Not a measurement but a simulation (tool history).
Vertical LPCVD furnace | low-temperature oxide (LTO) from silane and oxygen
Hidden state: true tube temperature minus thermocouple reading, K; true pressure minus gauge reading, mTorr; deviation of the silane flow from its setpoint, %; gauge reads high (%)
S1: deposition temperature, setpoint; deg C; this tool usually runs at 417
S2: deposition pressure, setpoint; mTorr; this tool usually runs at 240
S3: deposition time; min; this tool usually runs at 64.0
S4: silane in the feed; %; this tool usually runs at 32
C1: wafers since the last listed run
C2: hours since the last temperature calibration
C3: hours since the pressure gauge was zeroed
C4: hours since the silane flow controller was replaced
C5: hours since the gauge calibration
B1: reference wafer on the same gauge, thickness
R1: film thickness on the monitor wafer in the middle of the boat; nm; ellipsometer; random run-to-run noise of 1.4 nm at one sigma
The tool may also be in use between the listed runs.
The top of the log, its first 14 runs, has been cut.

run	day	S1	S2	S3	S4	C1	C2	C3	C4	C5	B1	R1
15	30.192	417	240	64.0	32	622	118.4	209.0	1894.9	1673.5	624.92	626.67
16	32.504	423	240	64.0	32	590	173.9	264.5	1950.4	1729.0	625.06	666.38
17	34.804	411	255	64.0	32	587	229.1	319.7	2005.6	1784.2	624.87	626.68
18	37.225	406	295	64.0	32	618	287.2	377.8	2063.7	1842.3	625.34	682.90
# day 42.212: silane flow controller replaced
19	42.233	422	180	88.5	29	1023	407.4	498.0	0.5	1962.5	624.66	606.65
20	43.829	417	240	64.0	32	407	445.7	536.3	38.8	2000.8	625.03	632.78
21	45.379	406	240	64.0	28	395	482.9	573.5	76.0	2038.0	624.92	460.02
# day 46.517: gauge calibrated
22	47.896	417	240	75.0	32	642	543.3	633.9	136.4	33.1	624.69	743.15
23	50.283	417	195	51.0	38	609	600.6	691.2	193.7	90.4	625.01	515.31
24	55.133	417	240	64.0	32	1238	717.0	807.6	310.1	206.8	624.86	634.72
25	56.183	417	240	87.0	32	268	742.2	832.8	335.3	232.0	625.03	864.11
26	57.421	409	185	64.0	32	315	771.9	862.5	365.0	261.7	625.04	450.55
27	58.567	417	240	75.5	37	292	799.4	890.0	392.5	289.2	624.73	908.57
28	60.062	417	240	64.0	32	381	835.3	925.9	428.4	325.1	625.08	638.69
29	65.404	429	190	73.0	37	1363	963.5	1054.1	556.6	453.3	625.13	798.65
30	67.000	417	195	86.0	34	407	1001.8	1092.4	594.9	491.6	625.07	757.89
31	69.754	417	255	64.0	32	703	1067.9	1158.5	661.0	557.7	624.86	681.20
32	71.600	420	240	81.5	32	471	1112.2	1202.8	705.3	602.0	625.20	845.55

3 options for the next run, each taken on its own from the tool as it stands now. Forecast them:
A	71.808	417	240	64.0	32	53	1117.2	1207.8	710.3	607.0	?	?
B	71.808	413	240	64.0	32	53	1117.2	1207.8	710.3	607.0	?	?
C	71.808	425	190	79.5	35	53	1117.2	1207.8	710.3	607.0	?	?

run	B1	R1
A	624.94	641.32
B	624.94	613.54
C	624.94	778.62
Without the tool's unlogged condition, the same runs would have read:
run	R1
A	623.56
B	596.54
C	751.57
